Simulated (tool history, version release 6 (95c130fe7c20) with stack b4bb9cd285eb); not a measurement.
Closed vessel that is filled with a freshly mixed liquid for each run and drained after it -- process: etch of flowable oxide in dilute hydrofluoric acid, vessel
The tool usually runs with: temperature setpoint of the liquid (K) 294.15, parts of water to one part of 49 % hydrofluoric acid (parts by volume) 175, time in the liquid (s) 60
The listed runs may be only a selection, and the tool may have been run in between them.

run,day,temperature setpoint of the liquid (K),parts of water to one part of 49 % hydrofluoric acid (parts by volume),time in the liquid (s),"read-back film thickness of the flowable oxide reference wafer, read on the same gauge (nm)",thickness taken off the flowable oxide on a monitor wafer (nm)
1,0,294.15,175,60,59.04,7.77
2,4.275,294.15,175,60,58.81,7.83
3,7.617,294.15,175,60,58.62,7.8
# day 10.046: gauge calibrated
4,11.296,294.15,175,60,59.9,8.05
5,14.946,294.15,175,60,59.71,8.01
6,17.721,294.15,135,45,59.54,8.06
7,21.238,294.15,135,45,59.34,8
8,23.538,296.15,175,60,59.21,8.52
9,27.529,290.15,100,35,59,7.4
# day 28.979: hydrofluoric acid flow meter replaced
# day 30.683: thermometer replaced
10,37.812,294.15,225,60,58.39,5.73
11,40.575,291.65,120,30,58.23,5.39
# day 40.871: gauge calibrated
12,43.896,294.15,175,60,60.01,8.01
13,45.55,294.15,175,60,59.92,7.99
14,49.167,295.65,175,70,59.7,9.82
15,51.971,290.15,115,85,59.54,15.65
16,55.942,296.15,205,70,59.32,8.28

Forecast each of these 5 alternatives for the next run:
A,55.971,294.15,105,60,?,?
B,55.971,292.15,125,30,?,?
C,55.971,294.15,255,75,?,?
D,55.971,297.15,105,60,?,?
E,55.971,297.65,235,30,?,?

run,"read-back film thickness of the flowable oxide reference wafer, read on the same gauge (nm)",thickness taken off the flowable oxide on a monitor wafer (nm)
A,59.31,14.19
B,59.31,5.38
C,59.31,6.26
D,59.31,16
E,59.31,3.15
Without the tool's hidden state the same runs would have given:
run,thickness taken off the flowable oxide on a monitor wafer (nm)
A,14.36
B,5.44
C,6.33
D,16.19
E,3.18

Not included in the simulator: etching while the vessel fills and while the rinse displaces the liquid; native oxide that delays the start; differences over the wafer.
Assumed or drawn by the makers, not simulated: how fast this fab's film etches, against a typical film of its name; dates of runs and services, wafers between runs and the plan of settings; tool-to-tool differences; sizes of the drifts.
